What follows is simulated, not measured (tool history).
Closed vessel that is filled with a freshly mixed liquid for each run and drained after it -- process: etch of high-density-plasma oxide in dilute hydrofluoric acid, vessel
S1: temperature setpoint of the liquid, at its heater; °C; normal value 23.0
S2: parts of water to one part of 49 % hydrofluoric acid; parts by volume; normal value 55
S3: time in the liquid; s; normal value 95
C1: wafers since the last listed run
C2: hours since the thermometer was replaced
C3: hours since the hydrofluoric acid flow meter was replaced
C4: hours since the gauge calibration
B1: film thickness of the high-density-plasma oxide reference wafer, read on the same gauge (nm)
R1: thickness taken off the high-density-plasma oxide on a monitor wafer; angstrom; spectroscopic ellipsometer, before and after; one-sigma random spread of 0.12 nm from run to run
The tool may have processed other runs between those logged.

run	hour	S1	S2	S3	C1	C2	C3	C4	B1	R1
1	0.0	23.0	55	95	0	532.3	201.3	132.0	79.96	124.1
2	48.7	23.0	55	95	6003	581.0	250.0	180.7	80.01	127.9
# hour 55.1: thermometer replaced
3	89.4	23.0	55	95	4894	34.3	290.7	221.4	79.98	125.5
4	144.3	23.0	55	65	6768	89.2	345.6	276.3	80.00	88.3
5	174.2	23.0	55	65	3686	119.1	375.5	306.2	79.98	86.2
6	221.4	23.0	55	95	5818	166.3	422.7	353.4	79.97	127.5
7	292.3	23.0	55	95	8740	237.2	493.6	424.3	79.96	126.7
# hour 329.2: hydrofluoric acid flow meter replaced
8	330.0	23.0	55	95	4524	274.9	0.8	462.0	80.00	126.5
9	385.0	23.0	55	95	6780	329.9	55.8	517.0	79.97	128.1
10	438.6	23.0	55	95	6607	383.5	109.4	570.6	80.00	127.1
11	492.8	23.0	55	135	6681	437.7	163.6	624.8	80.00	177.5
# hour 522.0: gauge calibrated
# hour 529.0: thermometer replaced
12	542.5	23.0	55	135	6003	13.5	213.3	20.5	79.99	180.1
13	608.3	23.0	55	95	8111	79.3	279.1	86.3	80.01	126.3
14	647.9	23.0	55	95	4881	118.9	318.7	125.9	80.02	125.7
15	686.5	23.0	55	95	4758	157.5	357.3	164.5	79.99	125.9
16	728.8	23.0	55	95	5214	199.8	399.6	206.8	80.01	127.4
17	804.4	23.0	55	135	9319	275.4	475.2	282.4	79.99	182.3
# hour 805.5: hydrofluoric acid flow meter replaced
18	854.9	25.5	30	95	6102	325.9	49.4	332.9	80.00	264.1
19	898.5	20.5	55	120	5374	369.5	93.0	376.5	80.00	144.1
20	966.5	28.0	80	150	8382	437.5	161.0	444.5	80.02	163.7
21	998.5	19.0	45	65	3944	469.5	193.0	476.5	79.96	91.7
# hour 1021.3: thermometer replaced
# hour 1060.4: gauge calibrated
22	1069.9	20.0	55	150	8678	48.6	264.4	9.5	80.00	179.2
23	1137.0	23.0	30	95	8272	115.7	331.5	76.6	80.00	239.7
24	1186.0	18.0	75	145	6040	164.7	380.5	125.6	79.99	112.6

3 ways to go on from here, each from the tool as it stands after run 24. What would each give?
A	1186.7	23.0	55	145	86	165.4	381.2	126.3	?	?
B	1186.7	25.5	45	140	86	165.4	381.2	126.3	?	?
C	1186.7	27.0	65	125	86	165.4	381.2	126.3	?	?

run	B1	R1
A	79.99	192.0
B	79.99	254.5
C	79.99	162.5
Take away the tool's hidden state, keep each run's random variation, and the runs would have read:
run	R1
A	192.0
B	254.5
C	162.5

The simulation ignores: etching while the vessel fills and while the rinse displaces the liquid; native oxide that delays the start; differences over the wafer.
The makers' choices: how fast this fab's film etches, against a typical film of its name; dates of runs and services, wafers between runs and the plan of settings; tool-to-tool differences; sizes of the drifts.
